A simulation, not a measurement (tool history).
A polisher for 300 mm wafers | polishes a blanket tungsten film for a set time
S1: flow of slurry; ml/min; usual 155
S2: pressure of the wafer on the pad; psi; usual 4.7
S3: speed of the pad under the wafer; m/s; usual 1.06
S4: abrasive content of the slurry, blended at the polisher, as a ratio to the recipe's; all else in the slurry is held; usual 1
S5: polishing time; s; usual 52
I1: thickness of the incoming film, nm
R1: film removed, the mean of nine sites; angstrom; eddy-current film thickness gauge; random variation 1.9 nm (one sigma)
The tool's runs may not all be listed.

| run | day | S1 | S2 | S3 | S4 | S5 | I1 | R1 |
|---|---|---|---|---|---|---|---|---|
| 1 | 0 | 155 | 4.7 | 1.06 | 1 | 52 | 918.6 | 2515 |
| 2 | 0.775 | 155 | 4.7 | 1.06 | 1 | 52 | 927 | 2464 |
|  | 1.392 | worn pad replaced by a new one |
| 3 | 1.517 | 155 | 4.7 | 1.06 | 1 | 52 | 930.7 | 2463 |
| 4 | 2.45 | 155 | 4.7 | 1.06 | 1 | 48 | 917.5 | 2240 |
| 5 | 3.438 | 155 | 4.7 | 1.06 | 1 | 48 | 923.5 | 2252 |
|  | 3.975 | slurry tank refilled with fresh slurry and peroxide |
| 6 | 4.325 | 190 | 4.7 | 1.06 | 1 | 52 | 923.4 | 2726 |
| 7 | 5.588 | 105 | 3.3 | 1.24 | 1 | 52 | 919 | 1954 |
| 8 | 6.338 | 155 | 4.7 | 1.06 | 1 | 52 | 921 | 2519 |
| 9 | 7.308 | 155 | 4.7 | 1.06 | 1 | 52 | 912.8 | 2459 |
| 10 | 8.042 | 155 | 5.7 | 1.44 | 1.1 | 52 | 918.9 | 3927 |
|  | 8.842 | slurry nozzle cleaned |
|  | 8.908 | slurry blender recalibrated |
| 11 | 9.05 | 190 | 5.4 | 1.06 | 1 | 67 | 909.2 | 3833 |
| 12 | 10.017 | 105 | 5.3 | 0.9 | 1 | 52 | 916.7 | 2403 |
|  | 12.738 | worn pad replaced by a new one |
|  | 13.312 | head pressure recalibrated |
| 13 | 14.467 | 155 | 4.7 | 1.22 | 1 | 52 | 930 | 2799 |
| 14 | 15.658 | 155 | 4 | 1.06 | 0.75 | 52 | 905.1 | 2045 |
|  | 16.038 | slurry tank refilled with fresh slurry and peroxide |
| 15 | 16.996 | 155 | 4.7 | 1.06 | 1 | 41 | 918.6 | 2064 |
| 16 | 17.846 | 125 | 3.3 | 1.06 | 1 | 52 | 930.2 | 1767 |
| 17 | 18.754 | 155 | 4.7 | 1.06 | 1 | 52 | 925.3 | 2536 |
| 18 | 19.775 | 155 | 4.7 | 1.06 | 1 | 52 | 916.2 | 2509 |
| 19 | 20.854 | 185 | 3.4 | 1.42 | 1 | 62 | 928.3 | 2799 |
| 20 | 21.642 | 210 | 4.7 | 1.06 | 1 | 43 | 911.3 | 2098 |
|  | 21.829 | slurry blender recalibrated |
|  | 22.808 | worn pad replaced by a new one |
| 21 | 22.829 | 155 | 6.1 | 1.06 | 1 | 57 | 922.4 | 3461 |
| 22 | 23.592 | 170 | 4.7 | 0.86 | 0.8 | 57 | 902.7 | 2143 |
| 23 | 24.771 | 170 | 4.7 | 0.86 | 0.8 | 57 | 909.2 | 2140 |
| 24 | 25.288 | 155 | 4.7 | 1.06 | 1 | 52 | 920.7 | 2353 |
|  | 25.717 | slurry tank refilled with fresh slurry and peroxide |
| 25 | 26.212 | 115 | 4.7 | 1.06 | 1.25 | 52 | 909.9 | 2608 |
| 26 | 30.396 | 155 | 4.3 | 1.06 | 1 | 52 | 912.1 | 2218 |

Forecast each of these 4 alternatives for the next run:
| A | 30.412 | 155 | 4.7 | 1.06 | 1.2 | 52 | 910.2 | ? |
| B | 30.412 | 155 | 4.7 | 1.38 | 1 | 52 | 910.2 | ? |
| C | 30.412 | 135 | 4.7 | 1.44 | 1 | 52 | 910.2 | ? |
| D | 30.412 | 155 | 4.7 | 1.06 | 1.2 | 66 | 910.2 | ? |

| run | R1 |
|---|---|
| A | 2465 |
| B | 3035 |
| C | 3097 |
| D | 3129 |
Without the tool's hidden state the same runs would have given:
| run | R1 |
|---|---|
| A | 2828 |
| B | 3481 |
| C | 3567 |
| D | 3590 |

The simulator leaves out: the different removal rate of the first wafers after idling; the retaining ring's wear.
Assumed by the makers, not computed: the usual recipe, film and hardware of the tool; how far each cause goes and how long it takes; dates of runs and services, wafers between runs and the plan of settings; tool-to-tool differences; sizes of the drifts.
